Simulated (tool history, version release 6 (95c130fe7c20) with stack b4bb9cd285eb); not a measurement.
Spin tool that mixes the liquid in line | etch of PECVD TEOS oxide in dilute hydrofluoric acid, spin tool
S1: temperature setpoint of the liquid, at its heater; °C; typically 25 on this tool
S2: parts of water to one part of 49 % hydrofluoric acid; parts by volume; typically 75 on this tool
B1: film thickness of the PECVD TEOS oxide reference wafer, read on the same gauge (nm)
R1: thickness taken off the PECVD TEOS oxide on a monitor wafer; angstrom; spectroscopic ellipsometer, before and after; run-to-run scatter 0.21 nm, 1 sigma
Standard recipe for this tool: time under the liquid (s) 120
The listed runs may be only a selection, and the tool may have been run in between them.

{"run": 1, "hour": 0.0, "S1": 25, "S2": 75, "time under the liquid (s)": 120, "B1": 80, "R1": 339.4}
{"run": 2, "hour": 12.6, "S1": 25, "S2": 75, "time under the liquid (s)": 120, "B1": 79.98, "R1": 341.1}
{"run": 3, "hour": 32.8, "S1": 25, "S2": 75, "time under the liquid (s)": 120, "B1": 79.99, "R1": 339.3}
{"run": 4, "hour": 52.4, "S1": 25, "S2": 75, "time under the liquid (s)": 120, "B1": 79.99, "R1": 340.7}
{"run": 5, "hour": 81.8, "S1": 25, "S2": 75, "time under the liquid (s)": 120, "B1": 80.01, "R1": 340.6}
{"run": 6, "hour": 172.8, "S1": 25, "S2": 75, "time under the liquid (s)": 120, "B1": 80, "R1": 340.1}
{"run": 7, "hour": 208.4, "S1": 25, "S2": 75, "time under the liquid (s)": 120, "B1": 80.03, "R1": 344.1}
{"run": 8, "hour": 234.1, "S1": 25, "S2": 75, "time under the liquid (s)": 120, "B1": 80, "R1": 343.7}
{"run": 9, "hour": 263.2, "S1": 26, "S2": 75, "time under the liquid (s)": 120, "B1": 79.99, "R1": 356.2}
{"run": 10, "hour": 297.3, "S1": 26, "S2": 75, "time under the liquid (s)": 120, "B1": 80.01, "R1": 364}
{"run": 11, "hour": 329.6, "S1": 26, "S2": 75, "time under the liquid (s)": 120, "B1": 80, "R1": 358.5}
{"run": 12, "hour": 342.6, "S1": 21, "S2": 75, "time under the liquid (s)": 120, "B1": 80.02, "R1": 292.4}
{"hour": 347.6, "done": "gauge calibrated"}
{"run": 13, "hour": 358.5, "S1": 25, "S2": 75, "time under the liquid (s)": 120, "B1": 80.02, "R1": 346.4}
{"run": 14, "hour": 384.4, "S1": 25, "S2": 75, "time under the liquid (s)": 120, "B1": 79.99, "R1": 344.6}
{"run": 15, "hour": 401.4, "S1": 26, "S2": 75, "time under the liquid (s)": 120, "B1": 80, "R1": 360.7}

What will run 16 give?
{"run": 16, "hour": 430.6, "S1": 25, "S2": 75, "time under the liquid (s)": 120, "B1": "?", "R1": "?"}

Run 16 gave B1 80, R1 346.5 angstrom.
If the tool had no hidden condition, the same run with the same run-to-run variation would have returned R1 358.6 angstrom.

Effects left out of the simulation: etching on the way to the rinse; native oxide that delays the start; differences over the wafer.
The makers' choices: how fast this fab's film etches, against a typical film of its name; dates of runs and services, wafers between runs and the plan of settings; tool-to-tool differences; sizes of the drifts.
